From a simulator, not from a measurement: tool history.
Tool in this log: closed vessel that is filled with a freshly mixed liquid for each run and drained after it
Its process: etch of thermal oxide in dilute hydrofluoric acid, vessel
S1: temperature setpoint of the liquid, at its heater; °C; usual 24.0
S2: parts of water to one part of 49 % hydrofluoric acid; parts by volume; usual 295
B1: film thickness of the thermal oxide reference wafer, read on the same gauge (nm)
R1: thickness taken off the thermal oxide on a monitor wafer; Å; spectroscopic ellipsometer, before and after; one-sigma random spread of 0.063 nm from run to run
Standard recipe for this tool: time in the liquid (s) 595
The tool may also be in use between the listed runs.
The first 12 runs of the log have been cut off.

At hour 994.2: hydrofluoric acid flow meter replaced.
Run 13, hour 1016.7: usual settings but S2 225 parts by volume; B1 40.01. Result: R1 99.6 Å.
Run 14, hour 1113.7: usual settings; B1 39.97. Result: R1 70.7 Å.
At hour 1119.3: gauge calibrated.
Run 15, hour 1168.0: usual settings but time in the liquid (s) 450; B1 40.05. Result: R1 53.6 Å.
Run 16, hour 1237.3: usual settings but S1 19.0 °C, S2 445 parts by volume; B1 40.02. Result: R1 34.1 Å.
At hour 1264.3: thermometer replaced.
Run 17, hour 1325.0: usual settings but S2 345 parts by volume, time in the liquid (s) 790; B1 39.99. Result: R1 77.0 Å.
Run 18, hour 1381.0: usual settings but S1 20.5 °C, time in the liquid (s) 265; B1 39.99. Result: R1 27.7 Å.
Run 19, hour 1692.8: usual settings; B1 39.98. Result: R1 71.2 Å.
Run 20, hour 1743.4: usual settings; B1 39.99. Result: R1 71.1 Å.
Run 21, hour 1819.8: usual settings but S2 375 parts by volume; B1 40.02. Result: R1 51.4 Å.
Run 22, hour 1896.6: usual settings but S1 19.0 °C, S2 420 parts by volume, time in the liquid (s) 425; B1 40.04. Result: R1 27.0 Å.
Run 23, hour 1993.8: usual settings but S1 20.0 °C, S2 230 parts by volume, time in the liquid (s) 875; B1 39.97. Result: R1 121.1 Å.
Run 24, hour 2075.7: usual settings; B1 40.00. Result: R1 70.8 Å.
Run 25, hour 2162.6: usual settings but time in the liquid (s) 685; B1 40.00. Result: R1 81.1 Å.
Run 26, hour 2252.0: usual settings but S2 215 parts by volume, time in the liquid (s) 400; B1 40.01. Result: R1 70.8 Å.
At hour 2280.0: thermometer replaced.
Run 27, hour 2322.8: usual settings; B1 39.96. Result: R1 68.9 Å.
Run 28, hour 2367.7: usual settings but S1 21.5 °C, time in the liquid (s) 420; B1 40.01. Result: R1 45.5 Å.
Run 29, hour 2640.9: usual settings but S1 27.5 °C, time in the liquid (s) 890; B1 39.99. Result: R1 121.2 Å.
Run 30, hour 2726.4: usual settings; B1 39.96. Result: R1 69.7 Å.
Run 31, hour 2792.1: usual settings but time in the liquid (s) 270; B1 40.05. Result: R1 32.1 Å.

Consider 4 possible next runs. They are alternatives, not a sequence: every one starts from the tool as it was left by run 31. What does each give?
Run A, hour 2792.9: usual settings; B1 ?. Result: R1 ?.
Run B, hour 2792.9: usual settings but S2 335 parts by volume, time in the liquid (s) 895; B1 ?. Result: R1 ?.
Run C, hour 2792.9: usual settings but S1 21.5 °C, S2 375 parts by volume, time in the liquid (s) 820; B1 ?. Result: R1 ?.
Run D, hour 2792.9: usual settings but S1 27.5 °C, S2 210 parts by volume, time in the liquid (s) 805; B1 ?. Result: R1 ?.

run     B1     R1
  A  39.98   68.9
  B  39.98   87.8
  C  39.98   63.7
  D  39.98  162.0
With the hidden condition removed and each run's random variation left untouched, the same runs would have given:
run     R1
  A   68.9
  B   87.8
  C   63.7
  D  162.0
